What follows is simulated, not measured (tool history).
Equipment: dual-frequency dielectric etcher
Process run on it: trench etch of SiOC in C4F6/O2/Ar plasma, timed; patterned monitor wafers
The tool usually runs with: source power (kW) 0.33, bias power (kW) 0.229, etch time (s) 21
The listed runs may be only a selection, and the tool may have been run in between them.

run    hour  source power (kW)  bias power (kW)  etch time (s)  wafers since the last listed run  hours since the last wet clean  hours since the last source power generator calibration  hours since the last bias power generator calibration  hours since the last upper electrode change  hours since the gauge calibration  read-back reference wafer on the same gauge, depth_nm  mean etch depth across the wafer (nm)
  1       0               0.33            0.229             21                                 0                            20.6                                                     1427                                                 1405.2                                       4804.9                              232.5                                                  42.03                                  45.16
  2   131.8               0.35            0.229             23                              1577                           152.4                                                   1558.8                                                   1537                                       4936.7                              364.3                                                  41.99                                  50.88
  3   188.9               0.35            0.229             23                               683                           209.5                                                   1615.9                                                 1594.1                                       4993.8                              421.4                                                  41.98                                  50.35
  4   220.6               0.33            0.229             21                               379                           241.2                                                   1647.6                                                 1625.8                                       5025.5                              453.1                                                     42                                  44.63
  5   270.2               0.33            0.229             21                               593                           290.8                                                   1697.2                                                 1675.4                                       5075.1                              502.7                                                  42.02                                  44.44
  6   309.3               0.33            0.229             21                               467                           329.9                                                   1736.3                                                 1714.5                                       5114.2                              541.8                                                  42.01                                  44.29
  7   373.9               0.33             0.27           22.5                               773                           394.5                                                   1800.9                                                 1779.1                                       5178.8                              606.4                                                  41.98                                  50.67
  8   413.7               0.33             0.27           22.5                               476                           434.3                                                   1840.7                                                 1818.9                                       5218.6                              646.2                                                  41.99                                  50.46
  9   461.5               0.33             0.27           22.5                               572                           482.1                                                   1888.5                                                 1866.7                                       5266.4                                694                                                  41.99                                  50.21
      508.2  -- wet clean of the chamber
 10   508.7               0.33            0.229             21                               277                             0.5                                                   1935.7                                                 1913.9                                       5313.6                              741.2                                                  42.01                                  45.78
 11   547.5               0.33            0.229             21                               464                            39.3                                                   1974.5                                                 1952.7                                       5352.4                                780                                                  41.97                                  45.65
 12   572.2               0.33            0.229             21                               295                              64                                                   1999.2                                                 1977.4                                       5377.1                              804.7                                                  42.03                                  45.39
 13   611.2               0.33            0.229             21                               466                             103                                                   2038.2                                                 2016.4                                       5416.1                              843.7                                                  42.03                                  45.32
 14   637.7                0.4            0.229           26.5                               317                           129.5                                                   2064.7                                                 2042.9                                       5442.6                              870.2                                                     42                                  63.01
      654.7  -- gauge calibrated
 15   672.9               0.33            0.229             21                               421                           164.7                                                   2099.9                                                 2078.1                                       5477.8                               18.2                                                  42.02                                  45.17
 16   698.4               0.33            0.191             21                               305                           190.2                                                   2125.4                                                 2103.6                                       5503.3                               43.7                                                  41.97                                  42.11
 17   728.7               0.38            0.283             27                               362                           220.5                                                   2155.7                                                 2133.9                                       5533.6                                 74                                                  42.01                                  67.65
 18   757.1               0.31            0.229             15                               339                           248.9                                                   2184.1                                                 2162.3                                         5562                              102.4                                                  41.99                                  31.11
 19   814.7               0.33            0.229             21                               689                           306.5                                                   2241.7                                                 2219.9                                       5619.6                                160                                                     42                                  44.88
      878.7  -- upper electrode replaced
     1008.2  -- wet clean of the chamber
 20  1015.7               0.38            0.229             27                              1830                             7.5                                                   2442.7                                                 2420.9                                          137                                361                                                  41.99                                  63.01
 21  1075.3               0.33            0.229             21                               713                            67.1                                                   2502.3                                                 2480.5                                        196.6                              420.6                                                     42                                  45.51
 22  1141.6               0.33            0.229           26.5                               793                           133.4                                                   2568.6                                                 2546.8                                        262.9                              486.9                                                  42.01                                  57.24
     1184.4  -- bias power generator calibrated
 23  1186.8               0.26            0.229             21                               493                           178.6                                                   2613.8                                                    2.4                                        308.1                              532.1                                                  41.97                                  39.73
     1236.6  -- source power generator calibrated
 24  1243.1               0.33            0.246             21                               625                           234.9                                                      6.5                                                   58.7                                        364.4                              588.4                                                  42.01                                  44.96
       1428  -- wet clean of the chamber
 25  1451.2               0.33            0.229             21                              2203                            23.2                                                    214.6                                                  266.8                                        572.5                              796.5                                                     42                                  44.54
 26  1489.3               0.41            0.184             21                               455                            61.3                                                    252.7                                                  304.9                                        610.6                              834.6                                                  41.97                                  45.69
 27  1566.7                0.4            0.249           18.5                               926                           138.7                                                    330.1                                                  382.3                                          688                                912                                                     42                                  44.12

Predict each of these 5 candidate next runs independently; none follows another, all start after run 27:
  A  1567.1               0.33            0.271             21                                 4                           139.1                                                    330.5                                                  382.7                                        688.4                              912.4                                                      ?                                      ?
  B  1567.1               0.33            0.188             19                                 4                           139.1                                                    330.5                                                  382.7                                        688.4                              912.4                                                      ?                                      ?
  C  1567.1                0.4            0.211           23.5                                 4                           139.1                                                    330.5                                                  382.7                                        688.4                              912.4                                                      ?                                      ?
  D  1567.1               0.27            0.194             26                                 4                           139.1                                                    330.5                                                  382.7                                        688.4                              912.4                                                      ?                                      ?
  E  1567.1               0.39            0.274           27.5                                 4                           139.1                                                    330.5                                                  382.7                                        688.4                              912.4                                                      ?                                      ?

run  read-back reference wafer on the same gauge, depth_nm  mean etch depth across the wafer (nm)
  A                                                     42                                  47.17
  B                                                     42                                  37.07
  C                                                     42                                  52.91
  D                                                     42                                  45.92
  E                                                     42                                  67.53
Stripped of hidden state, with their random variation kept, the same runs would have yielded:
run  mean etch depth across the wafer (nm)
  A                                  47.92
  B                                  37.66
  C                                  53.75
  D                                  46.65
  E                                  68.61

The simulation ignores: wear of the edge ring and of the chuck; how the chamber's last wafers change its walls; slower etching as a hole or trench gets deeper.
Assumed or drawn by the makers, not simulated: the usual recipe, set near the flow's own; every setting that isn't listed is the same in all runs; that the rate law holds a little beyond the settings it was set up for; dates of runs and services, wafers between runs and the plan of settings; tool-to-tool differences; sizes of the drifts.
